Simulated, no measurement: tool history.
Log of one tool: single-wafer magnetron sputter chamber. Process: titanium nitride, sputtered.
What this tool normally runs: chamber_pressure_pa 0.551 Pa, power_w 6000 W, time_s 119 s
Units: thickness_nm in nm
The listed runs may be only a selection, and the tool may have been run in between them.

run,hour,chamber_pressure_pa,power_w,time_s,"read-back reference wafer on the same gauge, thickness_nm",thickness_nm
1,0,0.551,6000,119,133.948,120.126
2,69.6,0.551,6000,119,133.972,120.943
3,95.3,0.641,6000,125,134.076,123.905
4,155.8,0.641,6000,125,134.045,123.261
5,217.1,0.407,6000,119,133.973,125.428
6,241.5,0.407,6000,119,134.058,125.592
7,283.5,0.407,6000,119,133.897,124.715
8,325.4,0.551,6000,137,133.886,138.684
9,379.8,0.551,6000,137,133.996,138.92
10,431.6,0.551,6900,119,134.133,130.496
11,541.2,0.551,6900,119,134.018,130.675
12,586.6,0.551,6000,127,134.06,129.239
13,647.6,0.551,6000,127,133.991,126.939
14,704.8,0.551,6000,119,134.088,118.103
15,751,0.551,6000,119,133.87,118.927
16,779.6,0.551,6000,119,133.985,118.377
17,823.5,0.551,6000,119,134.043,118.468
18,872.8,0.365,4550,132,134.026,120.81
19,940.7,0.634,6400,119,134.084,120.396
20,1027.5,0.351,6000,139,134.109,147.183
21,1078.7,0.445,7000,105,134.018,117.933
22,1137,0.551,6000,105,133.968,104.819
23,1180.4,0.551,6000,134,133.997,133.369
24,1209,0.551,6000,119,133.86,119.794
25,1246,0.484,6000,127,133.988,129.498
26,1290.7,0.351,6000,139,134.166,146.967
27,1326.8,0.439,5050,126,134.06,119.57
28,1362.7,0.551,6000,119,134.022,119.411
29,1404.7,0.394,6000,97,134.113,102.15
30,1458.1,0.333,6000,99,133.974,106.148
31,1526.9,0.551,5200,136,133.999,127.368
32,1597.6,0.339,7500,128,134.047,154.396
33,1627.9,0.551,6000,143,133.986,142.784
34,1790.8,0.551,6000,119,133.922,119.443

Not shown: 7 entries that the log had between the listed runs. Between which runs, and how does the tool's hidden state differ before and after?
Runs 8 to 9: sputter target and shields replaced (hour 379.3)
  true argon pressure above the setpoint (%): -13.1 -> -13.5
  difference, measured minus the result without the unlogged condition, thickness_nm: +2.85 -> +2.944 nm
Runs 12 to 13: magnet pack replaced (hour 618.9); capacitance manometer re-zeroed and calibrated (hour 628.6)
  true argon pressure above the setpoint (%): -15.1 -> -0.253
  difference, measured minus the result without the unlogged condition, thickness_nm: +3.051 -> +0.051 nm
Runs 16 to 17: sputter target and shields replaced (hour 815.6)
  true argon pressure above the setpoint (%): -1.25 -> -1.58
  difference, measured minus the result without the unlogged condition, thickness_nm: +0.233 -> +0.295 nm
Runs 26 to 27: gauge calibrated (hour 1296.2)
  true argon pressure above the setpoint (%): -5.11 -> -5.38
  difference, measured minus the result without the unlogged condition, thickness_nm: +0.86 -> +0.859 nm
Runs 27 to 28: sputter target and shields replaced (hour 1340)
  true argon pressure above the setpoint (%): -5.38 -> -5.65
  difference, measured minus the result without the unlogged condition, thickness_nm: +0.859 -> +1.061 nm
Runs 33 to 34: sputter target and shields replaced (hour 1790.3)
  true argon pressure above the setpoint (%): -7.65 -> -8.88
  difference, measured minus the result without the unlogged condition, thickness_nm: +1.716 -> +1.665 nm
